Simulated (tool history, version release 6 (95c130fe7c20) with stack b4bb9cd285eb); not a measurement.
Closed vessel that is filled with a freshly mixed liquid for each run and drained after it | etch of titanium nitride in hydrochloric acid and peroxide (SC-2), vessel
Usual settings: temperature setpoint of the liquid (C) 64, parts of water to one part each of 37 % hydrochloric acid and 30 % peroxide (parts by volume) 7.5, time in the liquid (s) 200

run   hour  temperature setpoint of the liquid (C)  parts of water to one part each of 37 % hydrochloric acid and 30 % peroxide (parts by volume)  time in the liquid (s)  read-back film thickness of the titanium nitride reference wafer, read on the same gauge (nm)  thickness taken off the titanium nitride on a monitor wafer (nm)
  1      0                                      64                                                                                            7.5                     200                                                                                             60                                                              9.92
  2   22.9                                      64                                                                                            7.5                     200                                                                                          60.01                                                              9.92
  3   49.7                                      64                                                                                            7.5                     200                                                                                          60.01                                                             10.04
  4   64.1                                      64                                                                                            9.5                     200                                                                                          60.01                                                              8.09
  5   98.2                                      64                                                                                            7.5                     200                                                                                             60                                                              9.76
  6    120                                      57                                                                                            7.5                     115                                                                                          59.99                                                              3.51
  7  133.8                                      64                                                                                            7.5                     200                                                                                          59.99                                                              9.59
  8  158.9                                      64                                                                                            7.5                     200                                                                                          59.98                                                               9.8
     161.1  -- new drum of peroxide connected
     179.3  -- gauge calibrated
  9  189.7                                      64                                                                                            7.5                     200                                                                                          59.99                                                              9.62
 10  213.7                                      70                                                                                           10.5                     240                                                                                          60.01                                                             12.85
 11  240.9                                      72                                                                                            7.5                     200                                                                                          60.01                                                             15.52
     249.7  -- chemicals flow meter replaced
 12  260.4                                      64                                                                                            7.5                     200                                                                                             60                                                               9.4
     289.1  -- thermometer replaced
 13  293.8                                    58.5                                                                                            7.5                     200                                                                                             60                                                              7.93

The next listed run, before its measurement:
 14  315.2                                      64                                                                                            4.5                     200                                                                                              ?                                                                 ?

Run 14 gave read-back film thickness of the titanium nitride reference wafer, read on the same gauge (nm) 60.01, thickness taken off the titanium nitride on a monitor wafer (nm) 16.33.
Without the tool's hidden state the same run would have given thickness taken off the titanium nitride on a monitor wafer (nm) 16.55.
